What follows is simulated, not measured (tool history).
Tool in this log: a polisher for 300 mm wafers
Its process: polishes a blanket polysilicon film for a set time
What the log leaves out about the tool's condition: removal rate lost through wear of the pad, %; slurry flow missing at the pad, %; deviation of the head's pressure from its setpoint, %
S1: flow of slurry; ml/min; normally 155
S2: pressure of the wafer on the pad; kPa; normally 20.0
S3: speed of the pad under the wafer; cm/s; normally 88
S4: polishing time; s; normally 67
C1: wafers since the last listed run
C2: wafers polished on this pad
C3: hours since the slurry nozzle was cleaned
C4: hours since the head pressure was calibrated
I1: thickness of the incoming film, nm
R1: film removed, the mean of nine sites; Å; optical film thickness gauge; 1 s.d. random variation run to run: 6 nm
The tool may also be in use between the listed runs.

run	hour	S1	S2	S3	S4	C1	C2	C3	C4	I1	R1
1	0.0	155	16.5	88	67	0	393	122.5	378.2	1375.4	3648
2	25.3	155	16.5	88	67	273	667	147.8	403.5	1359.8	3577
3	58.9	155	17.2	98	67	363	1030	181.4	437.1	1395.8	3994
4	81.6	155	17.2	98	67	245	1276	204.1	459.8	1385.5	3897
5	113.9	155	17.2	98	67	349	1625	236.4	492.1	1394.6	3810
6	129.7	155	14.5	88	67	170	1796	252.2	507.9	1381.3	2996
# hour 145.2: worn pad replaced by a new one
7	153.9	155	15.2	88	67	218	94	276.4	532.1	1376.4	3444
8	174.5	155	20.0	88	67	222	317	297.0	552.7	1381.0	4413
9	196.9	155	20.0	88	67	242	559	319.4	575.1	1389.2	4180
10	222.6	155	20.0	76	67	278	837	345.1	600.8	1409.6	3792
11	258.4	155	20.0	96	67	387	1224	380.9	636.6	1420.5	4416
12	277.2	155	20.0	96	67	203	1428	399.7	655.4	1371.8	4179
13	303.2	155	14.5	88	59	281	1709	425.7	681.4	1386.9	2542
# hour 318.7: worn pad replaced by a new one
14	320.5	155	14.5	88	59	143	19	443.0	698.7	1392.1	2866
15	348.6	170	24.1	110	84	304	323	471.1	726.8	1377.1	7783
16	360.8	140	23.4	70	79	131	455	483.3	739.0	1405.3	4734
17	392.8	155	20.0	88	67	346	801	515.3	771.0	1392.8	4037
18	436.8	105	25.5	76	46	476	1277	559.3	815.0	1383.2	2761
19	472.0	130	16.5	100	51	380	1658	594.5	850.2	1376.8	2522
20	484.1	155	15.2	88	47	130	1789	606.6	862.3	1390.3	2111
# hour 495.3: worn pad replaced by a new one
# hour 507.1: head pressure recalibrated
21	513.6	200	20.0	112	57	254	176	636.1	6.5	1391.6	4421
22	537.2	155	20.0	88	67	255	432	659.7	30.1	1399.4	3935
23	553.3	115	20.0	88	78	174	606	675.8	46.2	1375.0	4015
# hour 558.2: slurry nozzle cleaned
24	584.9	115	20.0	88	78	331	937	26.7	77.8	1386.1	4692
25	615.6	200	20.0	88	67	332	1269	57.4	108.5	1405.7	4408
# hour 656.7: worn pad replaced by a new one
26	704.6	155	20.0	88	67	919	517	146.4	197.5	1417.4	4328
27	792.9	155	13.8	88	67	955	1473	234.7	285.8	1395.5	2830
28	813.6	200	20.0	88	67	223	1697	255.4	306.5	1392.5	4365
# hour 838.4: worn pad replaced by a new one
29	838.9	155	20.0	88	67	230	5	280.7	331.8	1413.2	4492

Alternative continuations, all from the tool just after run 29; predict every row:
A	839.3	135	20.0	88	67	4	9	281.1	332.2	1394.2	?
B	839.3	180	20.0	112	67	4	9	281.1	332.2	1394.2	?
C	839.3	155	20.0	66	87	4	9	281.1	332.2	1394.2	?

run	R1
A	4426
B	5553
C	4937
The same runs, with their run-to-run variation unchanged, on a tool lacking any hidden condition would have given:
run	R1
A	4626
B	5765
C	5142
